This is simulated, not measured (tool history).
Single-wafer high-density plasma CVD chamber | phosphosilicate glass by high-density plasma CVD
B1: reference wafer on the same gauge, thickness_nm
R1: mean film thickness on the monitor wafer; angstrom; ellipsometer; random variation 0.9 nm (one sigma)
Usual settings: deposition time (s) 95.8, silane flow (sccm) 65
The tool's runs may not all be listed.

run 1 hour=0.0 | deposition_time_(s)=87.6 silane_flow_(sccm)=59 | B1=489.070 | R1=5311.15
run 2 hour=9.4 | deposition_time_(s)=87.6 silane_flow_(sccm)=59 | B1=489.080 | R1=5329.59
run 3 hour=23.9 | deposition_time_(s)=87.6 silane_flow_(sccm)=59 | B1=489.158 | R1=5313.23
run 4 hour=33.9 | deposition_time_(s)=95.8 silane_flow_(sccm)=60 | B1=488.717 | R1=5902.69
run 5 hour=50.7 | deposition_time_(s)=95.8 silane_flow_(sccm)=60 | B1=489.201 | R1=5877.22
run 6 hour=62.6 | deposition_time_(s)=102.4 silane_flow_(sccm)=65 | B1=489.050 | R1=6688.12
run 7 hour=79.9 | deposition_time_(s)=95.8 silane_flow_(sccm)=65 | B1=488.762 | R1=6267.81
run 8 hour=87.6 | deposition_time_(s)=95.8 silane_flow_(sccm)=65 | B1=489.200 | R1=6281.53
run 9 hour=94.8 | deposition_time_(s)=95.8 silane_flow_(sccm)=65 | B1=488.945 | R1=6266.69
run 10 hour=102.5 | deposition_time_(s)=110.0 silane_flow_(sccm)=65 | B1=489.266 | R1=7192.03
run 11 hour=117.8 | deposition_time_(s)=110.0 silane_flow_(sccm)=65 | B1=489.119 | R1=7190.28
run 12 hour=131.6 | deposition_time_(s)=110.0 silane_flow_(sccm)=65 | B1=488.978 | R1=7206.54
run 13 hour=149.2 | deposition_time_(s)=88.2 silane_flow_(sccm)=65 | B1=489.116 | R1=5776.73
run 14 hour=166.2 | deposition_time_(s)=88.2 silane_flow_(sccm)=65 | B1=488.975 | R1=5761.12
run 15 hour=174.5 | deposition_time_(s)=95.8 silane_flow_(sccm)=65 | B1=488.951 | R1=6273.55
run 16 hour=188.6 | deposition_time_(s)=95.8 silane_flow_(sccm)=65 | B1=488.887 | R1=6265.41
-- hour=202.4 silane flow controller replaced
run 17 hour=202.9 | deposition_time_(s)=114.6 silane_flow_(sccm)=60 | B1=489.048 | R1=6753.12
run 18 hour=213.5 | deposition_time_(s)=84.8 silane_flow_(sccm)=65 | B1=488.844 | R1=5316.08
run 19 hour=222.9 | deposition_time_(s)=110.7 silane_flow_(sccm)=65 | B1=489.154 | R1=6935.19
-- hour=226.8 gauge calibrated
run 20 hour=233.7 | deposition_time_(s)=95.8 silane_flow_(sccm)=65 | B1=489.190 | R1=6019.21
run 21 hour=244.3 | deposition_time_(s)=85.7 silane_flow_(sccm)=60 | B1=488.674 | R1=5063.18
run 22 hour=255.6 | deposition_time_(s)=95.8 silane_flow_(sccm)=70 | B1=489.014 | R1=6369.50
run 23 hour=263.4 | deposition_time_(s)=80.4 silane_flow_(sccm)=72 | B1=489.074 | R1=5486.73
run 24 hour=275.3 | deposition_time_(s)=88.2 silane_flow_(sccm)=65 | B1=489.009 | R1=5545.14
run 25 hour=291.5 | deposition_time_(s)=95.8 silane_flow_(sccm)=65 | B1=488.928 | R1=6015.77
run 26 hour=303.7 | deposition_time_(s)=108.7 silane_flow_(sccm)=55 | B1=489.066 | R1=6034.50
run 27 hour=313.5 | deposition_time_(s)=87.1 silane_flow_(sccm)=61 | B1=488.875 | R1=5208.86
run 28 hour=321.9 | deposition_time_(s)=85.4 silane_flow_(sccm)=53 | B1=488.714 | R1=4621.32
run 29 hour=329.3 | deposition_time_(s)=106.5 silane_flow_(sccm)=52 | B1=489.035 | R1=5661.23
run 30 hour=343.3 | deposition_time_(s)=95.8 silane_flow_(sccm)=69 | B1=488.812 | R1=6331.58
run 31 hour=355.5 | deposition_time_(s)=113.3 silane_flow_(sccm)=71 | B1=489.241 | R1=7648.97
run 32 hour=372.3 | deposition_time_(s)=112.2 silane_flow_(sccm)=70 | B1=489.238 | R1=7497.68

The tool's hidden state at each run:
gauge reads high (%): 0 in every run
H1: delivered silane flow above the setpoint (%)
run=1 H1=5.66
run=2 H1=5.66
run=3 H1=5.67
run=4 H1=5.67
run=5 H1=5.68
run=6 H1=5.68
run=7 H1=5.69
run=8 H1=5.69
run=9 H1=5.69
run=10 H1=5.69
run=11 H1=5.7
run=12 H1=5.7
run=13 H1=5.71
run=14 H1=5.71
run=15 H1=5.72
run=16 H1=5.72
run=17 H1=-0.191
run=18 H1=-0.108
run=19 H1=-0.0352
run=20 H1=0.0476
run=21 H1=0.128
run=22 H1=0.212
run=23 H1=0.269
run=24 H1=0.356
run=25 H1=0.472
run=26 H1=0.558
run=27 H1=0.625
run=28 H1=0.683
run=29 H1=0.733
run=30 H1=0.827
run=31 H1=0.907
run=32 H1=1.02
